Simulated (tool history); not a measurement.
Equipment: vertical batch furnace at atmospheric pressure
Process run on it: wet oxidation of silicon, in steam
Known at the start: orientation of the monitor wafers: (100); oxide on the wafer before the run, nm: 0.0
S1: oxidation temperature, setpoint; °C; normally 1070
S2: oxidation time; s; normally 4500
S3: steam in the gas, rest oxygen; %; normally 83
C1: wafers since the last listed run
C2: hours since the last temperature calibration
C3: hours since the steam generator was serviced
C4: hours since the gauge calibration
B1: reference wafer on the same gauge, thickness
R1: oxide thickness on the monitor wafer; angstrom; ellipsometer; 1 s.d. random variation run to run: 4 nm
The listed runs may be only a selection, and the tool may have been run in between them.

| run | hour | S1 | S2 | S3 | C1 | C2 | C3 | C4 | B1 | R1 |
|---|---|---|---|---|---|---|---|---|---|---|
| 1 | 0 | 1070 | 4500 | 83 | 0 | 3087.3 | 1996.6 | 884.8 | 862.41 | 7700 |
| 2 | 27 | 1070 | 4500 | 83 | 457 | 3114.3 | 2023.6 | 911.8 | 863.19 | 7647.4 |
| 3 | 78.1 | 1070 | 4500 | 83 | 866 | 3165.4 | 2074.7 | 962.9 | 862.18 | 7651.9 |
| 4 | 117.2 | 1070 | 4500 | 83 | 663 | 3204.5 | 2113.8 | 1002 | 861.18 | 7589.5 |
| 5 | 148.8 | 1070 | 4500 | 83 | 535 | 3236.1 | 2145.4 | 1033.6 | 860.69 | 7666.2 |
| 6 | 186.6 | 1070 | 4500 | 83 | 641 | 3273.9 | 2183.2 | 1071.4 | 860.13 | 7579.5 |
| 7 | 219.5 | 1070 | 4500 | 83 | 557 | 3306.8 | 2216.1 | 1104.3 | 859.66 | 7580.3 |
| 8 | 248.7 | 1070 | 4500 | 83 | 495 | 3336 | 2245.3 | 1133.5 | 859.86 | 7549.6 |
| 9 | 275.3 | 1070 | 4500 | 83 | 451 | 3362.6 | 2271.9 | 1160.1 | 858.59 | 7621.4 |
| 10 | 338.9 | 1070 | 4500 | 83 | 1078 | 3426.2 | 2335.5 | 1223.7 | 857.55 | 7645.9 |
| 11 | 363 | 1070 | 4500 | 83 | 408 | 3450.3 | 2359.6 | 1247.8 | 857.63 | 7520.1 |
| 12 | 417.8 | 1070 | 4500 | 83 | 929 | 3505.1 | 2414.4 | 1302.6 | 856.39 | 7597.6 |
| 13 | 466.8 | 1064 | 4500 | 92 | 830 | 3554.1 | 2463.4 | 1351.6 | 855.85 | 7775.6 |
| 14 | 512.3 | 1084 | 4500 | 83 | 771 | 3599.6 | 2508.9 | 1397.1 | 854.46 | 8007.3 |
| 15 | 551.6 | 1070 | 4500 | 83 | 666 | 3638.9 | 2548.2 | 1436.4 | 853.68 | 7553.9 |
| 16 | 590.6 | 1045 | 4500 | 74 | 661 | 3677.9 | 2587.2 | 1475.4 | 853.18 | 6193.4 |
| 17 | 626.9 | 1070 | 5640 | 83 | 615 | 3714.2 | 2623.5 | 1511.7 | 852.75 | 8647.7 |
|  | 653.4 | gauge calibrated |
| 18 | 696.2 | 1070 | 4500 | 83 | 1175 | 3783.5 | 2692.8 | 42.8 | 871.53 | 7679.7 |
|  | 738.1 | steam generator serviced |
| 19 | 766.3 | 1061 | 5490 | 89 | 781 | 3853.6 | 28.2 | 112.9 | 871.43 | 8638.1 |
| 20 | 813.5 | 1078 | 4500 | 78 | 800 | 3900.8 | 75.4 | 160.1 | 870.59 | 7718 |
| 21 | 855.1 | 1079 | 5160 | 92 | 705 | 3942.4 | 117 | 201.7 | 870.97 | 9166.2 |
| 22 | 916 | 1070 | 4500 | 83 | 1032 | 4003.3 | 177.9 | 262.6 | 871.17 | 7717.8 |
| 23 | 974.8 | 1082 | 4500 | 95 | 997 | 4062.1 | 236.7 | 321.4 | 870.87 | 8746.5 |
| 24 | 1011.3 | 1045 | 6180 | 83 | 618 | 4098.6 | 273.2 | 357.9 | 870.69 | 8237 |
| 25 | 1053 | 1070 | 3150 | 83 | 707 | 4140.3 | 314.9 | 399.6 | 869.96 | 6235.4 |
| 26 | 1086 | 1087 | 4500 | 83 | 559 | 4173.3 | 347.9 | 432.6 | 870.51 | 8258.4 |
| 27 | 1143.1 | 1046 | 4500 | 83 | 968 | 4230.4 | 405 | 489.7 | 869.88 | 6826.7 |
| 28 | 1173.7 | 1082 | 4500 | 95 | 518 | 4261 | 435.6 | 520.3 | 869.55 | 8752.8 |
| 29 | 1222.4 | 1070 | 6300 | 87 | 825 | 4309.7 | 484.3 | 569 | 869.87 | 9461.4 |
|  | 1266.2 | thermocouples replaced and temperature profile calibrated |
| 30 | 1270.3 | 1070 | 2460 | 89 | 405 | 4.1 | 532.2 | 616.9 | 869.2 | 5565.8 |
| 31 | 1303.7 | 1051 | 5700 | 94 | 566 | 37.5 | 565.6 | 650.3 | 868.39 | 8663.4 |
| 32 | 1342.8 | 1085 | 3900 | 73 | 663 | 76.6 | 604.7 | 689.4 | 867.89 | 7014.1 |
| 33 | 1393.9 | 1070 | 6690 | 79 | 866 | 127.7 | 655.8 | 740.5 | 867.23 | 9355.3 |
| 34 | 1578.1 | 1050 | 2250 | 74 | 3123 | 311.9 | 840 | 924.7 | 864.64 | 4182.9 |
| 35 | 1608.4 | 1070 | 4500 | 83 | 513 | 342.2 | 870.3 | 955 | 864.75 | 7647.8 |
| 36 | 1650.8 | 1093 | 5610 | 83 | 719 | 384.6 | 912.7 | 997.4 | 864.14 | 9439.7 |
| 37 | 1714.4 | 1070 | 2850 | 76 | 1078 | 448.2 | 976.3 | 1061 | 862.27 | 5590.5 |
| 38 | 1780.9 | 1070 | 5760 | 83 | 1127 | 514.7 | 1042.8 | 1127.5 | 862.26 | 8785.8 |

Predict each of these 4 candidate next runs independently; none follows another, all start after run 38:
| A | 1785.4 | 1070 | 4500 | 90 | 76 | 519.2 | 1047.3 | 1132 | ? | ? |
| B | 1785.4 | 1056 | 4500 | 90 | 76 | 519.2 | 1047.3 | 1132 | ? | ? |
| C | 1785.4 | 1086 | 4500 | 83 | 76 | 519.2 | 1047.3 | 1132 | ? | ? |
| D | 1785.4 | 1052 | 3450 | 78 | 76 | 519.2 | 1047.3 | 1132 | ? | ? |

| run | B1 | R1 |
|---|---|---|
| A | 862.36 | 7997.5 |
| B | 862.36 | 7491.8 |
| C | 862.36 | 8172.3 |
| D | 862.36 | 5736.1 |
Had the tool no hidden state, the same runs would have come out as:
| run | R1 |
|---|---|
| A | 8108 |
| B | 7595.3 |
| C | 8285.2 |
| D | 5815.4 |

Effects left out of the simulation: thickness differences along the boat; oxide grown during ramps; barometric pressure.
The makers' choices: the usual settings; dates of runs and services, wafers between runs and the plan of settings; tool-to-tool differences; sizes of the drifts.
